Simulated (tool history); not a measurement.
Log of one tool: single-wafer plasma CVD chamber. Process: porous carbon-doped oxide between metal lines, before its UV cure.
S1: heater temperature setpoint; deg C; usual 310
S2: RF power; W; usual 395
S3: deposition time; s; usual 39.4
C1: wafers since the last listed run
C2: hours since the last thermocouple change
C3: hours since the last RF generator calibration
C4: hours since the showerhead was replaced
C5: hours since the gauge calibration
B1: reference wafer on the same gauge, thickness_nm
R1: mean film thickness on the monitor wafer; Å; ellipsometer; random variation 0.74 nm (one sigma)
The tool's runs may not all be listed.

| run | day | S1 | S2 | S3 | C1 | C2 | C3 | C4 | C5 | B1 | R1 |
|---|---|---|---|---|---|---|---|---|---|---|---|
| 1 | 0 | 310 | 395 | 39.4 | 0 | 771.4 | 1182.8 | 6045.1 | 2056.3 | 143.055 | 1629.24 |
|  | 0.821 | gauge calibrated |
| 2 | 2.938 | 310 | 395 | 39.4 | 1312 | 841.9 | 1253.3 | 6115.6 | 50.8 | 143.23 | 1629.88 |
| 3 | 5.442 | 310 | 395 | 39.4 | 1119 | 902 | 1313.4 | 6175.7 | 110.9 | 142.851 | 1621.14 |
| 4 | 7.104 | 310 | 395 | 39.4 | 743 | 941.9 | 1353.3 | 6215.6 | 150.8 | 142.978 | 1631.64 |
| 5 | 9.433 | 310 | 395 | 39.4 | 1040 | 997.8 | 1409.2 | 6271.5 | 206.7 | 143.009 | 1615.15 |
| 6 | 11.546 | 310 | 395 | 39.4 | 944 | 1048.5 | 1459.9 | 6322.2 | 257.4 | 143.178 | 1625.73 |
| 7 | 14.433 | 310 | 395 | 39.4 | 1290 | 1117.8 | 1529.2 | 6391.5 | 326.7 | 143.083 | 1624.1 |
| 8 | 16.792 | 310 | 395 | 39.4 | 1054 | 1174.4 | 1585.8 | 6448.1 | 383.3 | 142.958 | 1634.58 |
| 9 | 19.775 | 310 | 395 | 39.4 | 1333 | 1246 | 1657.4 | 6519.7 | 454.9 | 142.988 | 1626.93 |
|  | 20.588 | thermocouple changed; heater temperature recalibrated |
| 10 | 21.388 | 310 | 395 | 39.4 | 571 | 19.2 | 1696.1 | 6558.4 | 493.6 | 143.106 | 1606.55 |
| 11 | 23.146 | 310 | 395 | 39.4 | 785 | 61.4 | 1738.3 | 6600.6 | 535.8 | 143.076 | 1601.11 |
| 12 | 25.75 | 310 | 395 | 41.4 | 1163 | 123.9 | 1800.8 | 6663.1 | 598.3 | 143.349 | 1671.62 |
| 13 | 27.617 | 324 | 395 | 34.1 | 834 | 168.7 | 1845.6 | 6707.9 | 643.1 | 142.912 | 1289.47 |
| 14 | 29.208 | 323 | 355 | 39.4 | 711 | 206.9 | 1883.8 | 6746.1 | 681.3 | 143.1 | 1362.51 |
| 15 | 31.438 | 303 | 435 | 33.2 | 996 | 260.4 | 1937.3 | 6799.6 | 734.8 | 142.88 | 1508.64 |
| 16 | 33.408 | 298 | 420 | 43.3 | 880 | 307.7 | 1984.6 | 6846.9 | 782.1 | 142.989 | 1961.04 |
| 17 | 34.558 | 323 | 365 | 35 | 513 | 335.3 | 2012.2 | 6874.5 | 809.7 | 143.149 | 1238.17 |
| 18 | 36.342 | 310 | 395 | 39.4 | 797 | 378.1 | 2055 | 6917.3 | 852.5 | 143.022 | 1587.94 |
|  | 39.408 | showerhead replaced |
|  | 39.45 | RF generator calibrated |
| 19 | 39.471 | 310 | 395 | 39.4 | 1230 | 453.2 | 0.5 | 1.5 | 927.6 | 143.031 | 1590.43 |
|  | 40.138 | thermocouple changed; heater temperature recalibrated, repeated, since the last time left the tool worse |
| 20 | 40.429 | 320 | 395 | 39.4 | 279 | 7 | 23.5 | 24.5 | 950.6 | 142.999 | 1557.28 |
| 21 | 42.588 | 314 | 395 | 39.4 | 964 | 58.8 | 75.3 | 76.3 | 1002.4 | 143.116 | 1617.7 |
| 22 | 44.446 | 323 | 370 | 44.2 | 830 | 103.4 | 119.9 | 120.9 | 1047 | 142.991 | 1639.34 |
| 23 | 47.296 | 305 | 465 | 39.4 | 1273 | 171.8 | 188.3 | 189.3 | 1115.4 | 142.997 | 1944.47 |
| 24 | 48.829 | 310 | 395 | 39.4 | 685 | 208.6 | 225.1 | 226.1 | 1152.2 | 142.793 | 1655.84 |
| 25 | 51.292 | 318 | 355 | 45.7 | 1100 | 267.7 | 284.2 | 285.2 | 1211.3 | 142.976 | 1653.59 |
| 26 | 59.15 | 310 | 395 | 39.4 | 3512 | 456.3 | 472.8 | 473.8 | 1399.9 | 143.321 | 1638.37 |
| 27 | 60.633 | 310 | 395 | 32.4 | 662 | 491.9 | 508.4 | 509.4 | 1435.5 | 143.054 | 1354.49 |
| 28 | 63.012 | 310 | 395 | 35.7 | 1063 | 549 | 565.5 | 566.5 | 1492.6 | 142.83 | 1492.48 |
| 29 | 64.912 | 310 | 350 | 36.9 | 849 | 594.6 | 611.1 | 612.1 | 1538.2 | 143.198 | 1386.93 |
| 30 | 67.442 | 310 | 435 | 39.4 | 1130 | 655.3 | 671.8 | 672.8 | 1598.9 | 142.948 | 1771.46 |
| 31 | 69.879 | 322 | 395 | 34.3 | 1089 | 713.8 | 730.3 | 731.3 | 1657.4 | 143.209 | 1353.33 |
| 32 | 74.483 | 316 | 435 | 34.3 | 2057 | 824.3 | 840.8 | 841.8 | 1767.9 | 142.918 | 1501.19 |
| 33 | 76.05 | 310 | 395 | 39.4 | 700 | 861.9 | 878.4 | 879.4 | 1805.5 | 143.12 | 1631.52 |
| 34 | 78.196 | 324 | 395 | 39.4 | 959 | 913.4 | 929.9 | 930.9 | 1857 | 142.908 | 1515.65 |

4 ways to go on from here, each from the tool as it stands after run 34. What would each give?
| A | 78.212 | 310 | 395 | 39.4 | 7 | 913.8 | 930.3 | 931.3 | 1857.4 | ? | ? |
| B | 78.212 | 310 | 325 | 39.4 | 7 | 913.8 | 930.3 | 931.3 | 1857.4 | ? | ? |
| C | 78.212 | 319 | 320 | 39.4 | 7 | 913.8 | 930.3 | 931.3 | 1857.4 | ? | ? |
| D | 78.212 | 317 | 465 | 39.4 | 7 | 913.8 | 930.3 | 931.3 | 1857.4 | ? | ? |

| run | B1 | R1 |
|---|---|---|
| A | 142.907 | 1624.57 |
| B | 142.907 | 1375.85 |
| C | 142.907 | 1295.43 |
| D | 142.907 | 1784.09 |
Without the tool's hidden state the same runs would have given:
| run | R1 |
|---|---|
| A | 1648.15 |
| B | 1395.81 |
| C | 1313.35 |
| D | 1809.35 |
